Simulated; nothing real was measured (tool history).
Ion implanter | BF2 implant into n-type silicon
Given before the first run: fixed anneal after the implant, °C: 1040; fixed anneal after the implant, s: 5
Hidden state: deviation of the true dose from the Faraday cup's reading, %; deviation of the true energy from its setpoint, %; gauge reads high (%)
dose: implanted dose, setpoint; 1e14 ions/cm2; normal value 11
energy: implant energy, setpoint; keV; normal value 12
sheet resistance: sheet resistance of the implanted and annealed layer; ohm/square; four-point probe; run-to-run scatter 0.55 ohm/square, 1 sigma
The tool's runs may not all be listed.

| run | hour | dose | energy | wafers since the last listed run | hours since the last dose calibration | hours since the extraction supply was calibrated | hours since the gauge calibration | read-back reference wafer on the same gauge, sheet resistance | sheet resistance |
|---|---|---|---|---|---|---|---|---|---|
| 1 | 0 | 11 | 12 | 0 | 704 | 4579.4 | 387.8 | 217.02 | 233.85 |
| 2 | 24.6 | 11 | 12 | 444 | 728.6 | 4604 | 412.4 | 217.07 | 234.61 |
| 3 | 61.3 | 11 | 12 | 663 | 765.3 | 4640.7 | 449.1 | 216.93 | 233.02 |
| 4 | 91.3 | 8.6 | 12 | 542 | 795.3 | 4670.7 | 479.1 | 217.13 | 251.7 |
| 5 | 118.2 | 8.6 | 12 | 486 | 822.2 | 4697.6 | 506 | 216.99 | 250.77 |
| 6 | 258.6 | 8.6 | 12 | 2536 | 962.6 | 4838 | 646.4 | 216.89 | 252.48 |
| 7 | 295.8 | 11 | 12 | 672 | 999.8 | 4875.2 | 683.6 | 216.87 | 235.55 |
| 8 | 352.9 | 13.56 | 12 | 1031 | 1056.9 | 4932.3 | 740.7 | 217.01 | 224.05 |

Predict the results of run 9:
|  | 441.8 | Faraday cup replaced and dose calibrated |
|  | 466.7 | gauge calibrated |
| 9 | 468.3 | 11 | 15.5 | 1940 | 26.5 | 5047.7 | 1.6 | ? | ? |

read-back reference wafer on the same gauge, sheet resistance: 216.97
sheet resistance: 207.87 ohm/square
If the tool had no hidden condition, the same run with the same run-to-run variation would have returned sheet resistance 208.27 ohm/square.
